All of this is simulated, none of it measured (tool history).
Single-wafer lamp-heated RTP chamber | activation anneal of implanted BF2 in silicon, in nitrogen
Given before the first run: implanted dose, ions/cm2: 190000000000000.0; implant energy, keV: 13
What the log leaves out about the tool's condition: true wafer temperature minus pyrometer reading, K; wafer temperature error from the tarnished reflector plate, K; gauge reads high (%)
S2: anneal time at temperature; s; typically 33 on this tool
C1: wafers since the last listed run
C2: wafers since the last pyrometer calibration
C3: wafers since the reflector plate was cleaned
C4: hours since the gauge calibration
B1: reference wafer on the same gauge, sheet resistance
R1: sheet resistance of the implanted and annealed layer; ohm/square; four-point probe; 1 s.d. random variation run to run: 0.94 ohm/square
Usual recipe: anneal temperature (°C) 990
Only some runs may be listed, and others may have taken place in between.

Run 1, day 0: usual settings; C1 0; C2 1347; C3 8025; C4 384.6; B1 681.13. Result: R1 622.66 ohm/square.
Run 2, day 2.542: usual settings; C1 649; C2 1997; C3 8674; C4 445.6; B1 681.03. Result: R1 619.34 ohm/square.
Run 3, day 5.704: usual settings but anneal temperature (°C) 972; C1 808; C2 2806; C3 9483; C4 521.5; B1 681.11. Result: R1 625.08 ohm/square.
Run 4, day 7.775: usual settings but anneal temperature (°C) 972; C1 529; C2 3335; C3 10012; C4 571.2; B1 681.16. Result: R1 624.88 ohm/square.
Run 5, day 10.146: usual settings but anneal temperature (°C) 1002; C1 606; C2 3941; C3 10619; C4 628.1; B1 680.98. Result: R1 614.57 ohm/square.
At day 10.808: pyrometer window cleaned and pyrometer calibrated.
Run 6, day 11.971: usual settings; C1 381; C2 297; C3 11000; C4 671.9; B1 681.21. Result: R1 622.25 ohm/square.
Run 7, day 13.667: usual settings; C1 433; C2 730; C3 11434; C4 712.6; B1 681.4. Result: R1 621.63 ohm/square.
Run 8, day 17.096: usual settings; C1 876; C2 1607; C3 12310; C4 794.9; B1 681. Result: R1 620.45 ohm/square.
Run 9, day 20.554: usual settings but anneal temperature (°C) 1018; C1 884; C2 2491; C3 13195; C4 877.9; B1 680.77. Result: R1 610.01 ohm/square.
Run 10, day 24.683: usual settings but anneal temperature (°C) 972; C1 1055; C2 3547; C3 14250; C4 977; B1 681.18. Result: R1 626.43 ohm/square.
At day 27.15: pyrometer window cleaned and pyrometer calibrated.
Run 11, day 27.808: usual settings; C1 713; C2 168; C3 14964; C4 1052; B1 680.72. Result: R1 622.91 ohm/square.
At day 28.996: reflector plate cleaned.
At day 31.754: gauge calibrated.
Run 12, day 32.038: usual settings but anneal temperature (°C) 970, S2 22 s; C1 996; C2 1164; C3 777; C4 6.8; B1 681.14. Result: R1 633.92 ohm/square.
Run 13, day 38.367: usual settings but anneal temperature (°C) 979, S2 16 s; C1 1618; C2 2782; C3 2396; C4 158.7; B1 681.44. Result: R1 629.26 ohm/square.
Run 14, day 42.646: usual settings; C1 1094; C2 3876; C3 3490; C4 261.4; B1 680.78. Result: R1 620.1 ohm/square.
At day 44.142: pyrometer window cleaned and pyrometer calibrated.
Run 15, day 46.596: usual settings; C1 924; C2 627; C3 4414; C4 356.2; B1 681.06. Result: R1 621.64 ohm/square.
Run 16, day 51.021: usual settings but S2 25 s; C1 1131; C2 1758; C3 5546; C4 462.4; B1 681.38. Result: R1 623.72 ohm/square.
Run 17, day 54.917: usual settings but S2 18 s; C1 996; C2 2754; C3 6542; C4 555.9; B1 680.85. Result: R1 627.03 ohm/square.

Alternative continuations, all from the tool just after run 17; predict every row:
Run A, day 54.933: usual settings but S2 22 s; C1 4; C2 2759; C3 6546; C4 556.3; B1 ?. Result: R1 ?.
Run B, day 54.933: usual settings but anneal temperature (°C) 981, S2 27 s; C1 4; C2 2759; C3 6546; C4 556.3; B1 ?. Result: R1 ?.
Run C, day 54.933: usual settings but anneal temperature (°C) 1005, S2 44 s; C1 4; C2 2759; C3 6546; C4 556.3; B1 ?. Result: R1 ?.
Run D, day 54.933: usual settings but S2 17 s; C1 4; C2 2759; C3 6546; C4 556.3; B1 ?. Result: R1 ?.

run      B1      R1
  A  680.78  624.38
  B  680.78  624.75
  C  680.78  608.63
  D  680.78  627.21
What these runs would have given with no unlogged condition in the tool:
run      R1
  A  627.48
  B  628.75
  C  612.15
  D  629.82
